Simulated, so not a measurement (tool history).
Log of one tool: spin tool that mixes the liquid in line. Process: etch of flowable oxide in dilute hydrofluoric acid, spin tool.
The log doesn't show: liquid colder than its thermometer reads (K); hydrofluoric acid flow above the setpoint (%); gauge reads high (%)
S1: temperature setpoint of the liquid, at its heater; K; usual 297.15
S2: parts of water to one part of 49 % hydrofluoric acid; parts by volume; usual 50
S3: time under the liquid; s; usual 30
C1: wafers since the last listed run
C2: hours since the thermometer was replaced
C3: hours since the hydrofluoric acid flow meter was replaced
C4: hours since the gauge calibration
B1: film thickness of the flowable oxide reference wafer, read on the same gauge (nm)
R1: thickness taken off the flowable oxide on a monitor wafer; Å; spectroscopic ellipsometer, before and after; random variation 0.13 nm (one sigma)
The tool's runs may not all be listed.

| run | hour | S1 | S2 | S3 | C1 | C2 | C3 | C4 | B1 | R1 |
|---|---|---|---|---|---|---|---|---|---|---|
| 1 | 0.0 | 297.15 | 40 | 25 | 0 | 2153.9 | 1126.2 | 198.8 | 120.01 | 334.4 |
| 2 | 11.3 | 297.15 | 40 | 25 | 185 | 2165.2 | 1137.5 | 210.1 | 120.00 | 336.7 |
| 3 | 19.1 | 297.15 | 40 | 25 | 127 | 2173.0 | 1145.3 | 217.9 | 119.99 | 334.1 |
| 4 | 35.1 | 297.15 | 30 | 30 | 262 | 2189.0 | 1161.3 | 233.9 | 119.98 | 539.5 |
| 5 | 51.6 | 297.15 | 30 | 30 | 270 | 2205.5 | 1177.8 | 250.4 | 119.99 | 542.4 |
| 6 | 65.2 | 297.15 | 50 | 30 | 222 | 2219.1 | 1191.4 | 264.0 | 119.99 | 319.1 |
|  | 74.4 | gauge calibrated |
| 7 | 81.9 | 297.15 | 50 | 30 | 273 | 2235.8 | 1208.1 | 7.5 | 119.99 | 319.7 |
|  | 85.0 | hydrofluoric acid flow meter replaced |
| 8 | 90.1 | 297.15 | 50 | 30 | 118 | 2244.0 | 5.1 | 15.7 | 120.02 | 286.8 |
| 9 | 98.0 | 297.15 | 50 | 15 | 129 | 2251.9 | 13.0 | 23.6 | 119.99 | 141.5 |
| 10 | 131.6 | 294.65 | 50 | 30 | 550 | 2285.5 | 46.6 | 57.2 | 120.02 | 257.9 |
| 11 | 145.6 | 297.15 | 35 | 15 | 229 | 2299.5 | 60.6 | 71.2 | 120.00 | 207.9 |
| 12 | 153.4 | 297.15 | 50 | 30 | 127 | 2307.3 | 68.4 | 79.0 | 120.01 | 288.8 |
|  | 157.2 | thermometer replaced |
| 13 | 166.6 | 297.15 | 50 | 30 | 200 | 9.4 | 81.6 | 92.2 | 119.99 | 287.6 |
| 14 | 182.7 | 294.65 | 35 | 15 | 263 | 25.5 | 97.7 | 108.3 | 120.02 | 188.7 |
| 15 | 200.6 | 297.15 | 40 | 25 | 293 | 43.4 | 115.6 | 126.2 | 119.98 | 303.2 |
| 16 | 218.5 | 294.65 | 25 | 45 | 293 | 61.3 | 133.5 | 144.1 | 120.00 | 808.1 |

4 ways to go on from here, each from the tool as it stands after run 16. What would each give?
| A | 218.9 | 297.15 | 50 | 45 | 6 | 61.7 | 133.9 | 144.5 | ? | ? |
| B | 218.9 | 300.65 | 50 | 30 | 6 | 61.7 | 133.9 | 144.5 | ? | ? |
| C | 218.9 | 295.65 | 30 | 20 | 6 | 61.7 | 133.9 | 144.5 | ? | ? |
| D | 218.9 | 298.65 | 40 | 25 | 6 | 61.7 | 133.9 | 144.5 | ? | ? |

| run | B1 | R1 |
|---|---|---|
| A | 120.02 | 435.8 |
| B | 120.02 | 334.9 |
| C | 120.02 | 311.1 |
| D | 120.02 | 326.2 |
Without the tool's hidden state the same runs would have given:
| run | R1 |
|---|---|
| A | 427.0 |
| B | 328.1 |
| C | 305.0 |
| D | 319.7 |

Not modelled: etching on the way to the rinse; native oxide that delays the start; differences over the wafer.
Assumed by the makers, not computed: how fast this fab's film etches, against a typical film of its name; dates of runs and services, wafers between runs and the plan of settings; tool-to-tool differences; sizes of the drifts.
